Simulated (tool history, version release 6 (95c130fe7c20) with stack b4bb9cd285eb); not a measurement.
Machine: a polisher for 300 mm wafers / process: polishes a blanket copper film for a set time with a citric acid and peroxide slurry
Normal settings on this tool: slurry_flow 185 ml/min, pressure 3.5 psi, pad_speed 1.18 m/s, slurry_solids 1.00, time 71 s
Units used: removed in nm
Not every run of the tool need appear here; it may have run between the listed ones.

| run | hour | slurry_flow | pressure | pad_speed | slurry_solids | time | wafers since the last listed run | wafers polished on this pad | hours since the slurry nozzle was cleaned | hours since the head pressure was calibrated | hours since the slurry blender was calibrated | incoming thickness of the incoming film, nm | removed |
|---|---|---|---|---|---|---|---|---|---|---|---|---|---|
| 1 | 0.0 | 185 | 3.5 | 1.18 | 1.00 | 71 | 0 | 1085 | 356.1 | 735.4 | 91.7 | 802.6 | 240.5 |
|  | 9.7 | slurry nozzle cleaned |
| 2 | 70.7 | 185 | 3.5 | 1.18 | 1.00 | 71 | 860 | 1946 | 61.0 | 806.1 | 162.4 | 812.5 | 253.4 |
| 3 | 130.1 | 185 | 3.5 | 1.18 | 1.00 | 71 | 733 | 2679 | 120.4 | 865.5 | 221.8 | 812.8 | 253.3 |
| 4 | 199.6 | 185 | 3.5 | 1.18 | 1.00 | 71 | 858 | 3538 | 189.9 | 935.0 | 291.3 | 798.2 | 249.4 |
|  | 239.1 | slurry blender recalibrated |
| 5 | 239.6 | 135 | 3.5 | 1.18 | 1.00 | 71 | 469 | 4007 | 229.9 | 975.0 | 0.5 | 802.2 | 230.3 |
| 6 | 295.6 | 185 | 3.5 | 1.18 | 1.00 | 71 | 691 | 4699 | 285.9 | 1031.0 | 56.5 | 806.5 | 243.9 |
|  | 319.1 | worn pad replaced by a new one |
| 7 | 356.3 | 185 | 3.5 | 1.18 | 1.00 | 71 | 700 | 459 | 346.6 | 1091.7 | 117.2 | 802.1 | 247.9 |
| 8 | 391.6 | 185 | 4.3 | 1.18 | 1.00 | 71 | 436 | 895 | 381.9 | 1127.0 | 152.5 | 812.5 | 281.4 |
|  | 416.8 | slurry nozzle cleaned |
| 9 | 420.8 | 185 | 4.3 | 1.18 | 1.00 | 71 | 348 | 1244 | 4.0 | 1156.2 | 181.7 | 796.3 | 296.3 |
| 10 | 450.6 | 185 | 3.5 | 1.18 | 1.00 | 71 | 368 | 1612 | 33.8 | 1186.0 | 211.5 | 803.9 | 256.4 |
| 11 | 487.1 | 185 | 3.5 | 1.18 | 1.00 | 71 | 450 | 2063 | 70.3 | 1222.5 | 248.0 | 792.4 | 254.1 |
| 12 | 519.6 | 235 | 3.5 | 0.92 | 1.00 | 71 | 401 | 2464 | 102.8 | 1255.0 | 280.5 | 804.5 | 210.8 |
| 13 | 578.3 | 185 | 3.2 | 1.48 | 0.90 | 62 | 725 | 3189 | 161.5 | 1313.7 | 339.2 | 790.9 | 249.0 |
| 14 | 635.0 | 185 | 3.9 | 1.38 | 1.00 | 71 | 700 | 3889 | 218.2 | 1370.4 | 395.9 | 787.5 | 303.6 |
|  | 638.9 | slurry blender recalibrated |
| 15 | 662.4 | 230 | 4.7 | 1.32 | 0.90 | 71 | 313 | 4203 | 245.6 | 1397.8 | 23.5 | 792.0 | 335.9 |
|  | 729.4 | worn pad replaced by a new one |
| 16 | 731.7 | 245 | 3.5 | 1.18 | 1.00 | 59 | 806 | 28 | 314.9 | 1467.1 | 92.8 | 811.4 | 215.8 |
|  | 749.9 | slurry nozzle cleaned |
| 17 | 765.3 | 185 | 4.6 | 1.18 | 0.85 | 71 | 402 | 430 | 15.4 | 1500.7 | 126.4 | 808.5 | 298.4 |
| 18 | 791.1 | 185 | 3.5 | 1.18 | 1.00 | 71 | 318 | 749 | 41.2 | 1526.5 | 152.2 | 815.5 | 257.3 |
| 19 | 827.9 | 185 | 3.5 | 1.18 | 1.00 | 71 | 454 | 1203 | 78.0 | 1563.3 | 189.0 | 794.5 | 250.1 |
|  | 845.3 | head pressure recalibrated |
| 20 | 870.1 | 185 | 3.5 | 1.00 | 1.00 | 71 | 496 | 1700 | 120.2 | 24.8 | 231.2 | 799.2 | 219.8 |
| 21 | 940.7 | 185 | 3.5 | 1.18 | 1.00 | 71 | 872 | 2572 | 190.8 | 95.4 | 301.8 | 796.5 | 250.2 |
|  | 999.9 | slurry blender recalibrated |
| 22 | 1006.3 | 185 | 3.5 | 1.18 | 1.00 | 88 | 785 | 3358 | 256.4 | 161.0 | 6.4 | 803.3 | 306.2 |
| 23 | 1038.7 | 205 | 3.5 | 1.18 | 0.90 | 78 | 400 | 3758 | 288.8 | 193.4 | 38.8 | 813.7 | 270.2 |
| 24 | 1109.3 | 185 | 3.5 | 1.18 | 0.75 | 71 | 872 | 4630 | 359.4 | 264.0 | 109.4 | 789.6 | 231.7 |
|  | 1126.8 | slurry nozzle cleaned |
|  | 1137.5 | worn pad replaced by a new one |
| 25 | 1154.7 | 185 | 4.5 | 0.84 | 1.00 | 61 | 499 | 211 | 27.9 | 309.4 | 154.8 | 792.3 | 197.7 |
| 26 | 1180.1 | 150 | 3.5 | 1.44 | 1.00 | 63 | 313 | 525 | 53.3 | 334.8 | 180.2 | 792.0 | 256.2 |
| 27 | 1217.0 | 135 | 3.5 | 1.18 | 1.20 | 71 | 455 | 981 | 90.2 | 371.7 | 217.1 | 796.7 | 243.3 |
| 28 | 1269.3 | 130 | 3.5 | 1.52 | 1.00 | 71 | 646 | 1627 | 142.5 | 424.0 | 269.4 | 807.9 | 283.7 |
| 29 | 1303.6 | 185 | 3.5 | 1.18 | 1.00 | 71 | 423 | 2051 | 176.8 | 458.3 | 303.7 | 802.8 | 248.4 |
| 30 | 1369.5 | 185 | 3.5 | 1.18 | 1.00 | 94 | 813 | 2865 | 242.7 | 524.2 | 369.6 | 799.4 | 327.2 |
|  | 1384.8 | slurry blender recalibrated |
| 31 | 1423.5 | 185 | 3.5 | 1.50 | 0.80 | 71 | 642 | 3507 | 296.7 | 578.2 | 38.7 | 799.7 | 292.2 |

Same runs, no hidden state in the tool, same run-to-run variation:
Hidden state at play: removal rate lost through wear of the pad, %; slurry flow missing at the pad, %; deviation of the head's pressure from its setpoint, %; abrasive missing from the slurry, %.
| run | removed |
|---|---|
| 1 | 256.4 |
| 2 | 257.9 |
| 3 | 260.9 |
| 4 | 259.4 |
| 5 | 244.4 |
| 6 | 255.6 |
| 7 | 260.5 |
| 8 | 295.9 |
| 9 | 297.4 |
| 10 | 259.7 |
| 11 | 259.8 |
| 12 | 215.8 |
| 13 | 258.9 |
| 14 | 317.8 |
| 15 | 349.0 |
| 16 | 224.4 |
| 17 | 300.7 |
| 18 | 261.3 |
| 19 | 256.3 |
| 20 | 227.2 |
| 21 | 261.3 |
| 22 | 321.7 |
| 23 | 283.0 |
| 24 | 244.6 |
| 25 | 199.7 |
| 26 | 261.8 |
| 27 | 252.2 |
| 28 | 298.5 |
| 29 | 258.5 |
| 30 | 342.8 |
| 31 | 307.1 |
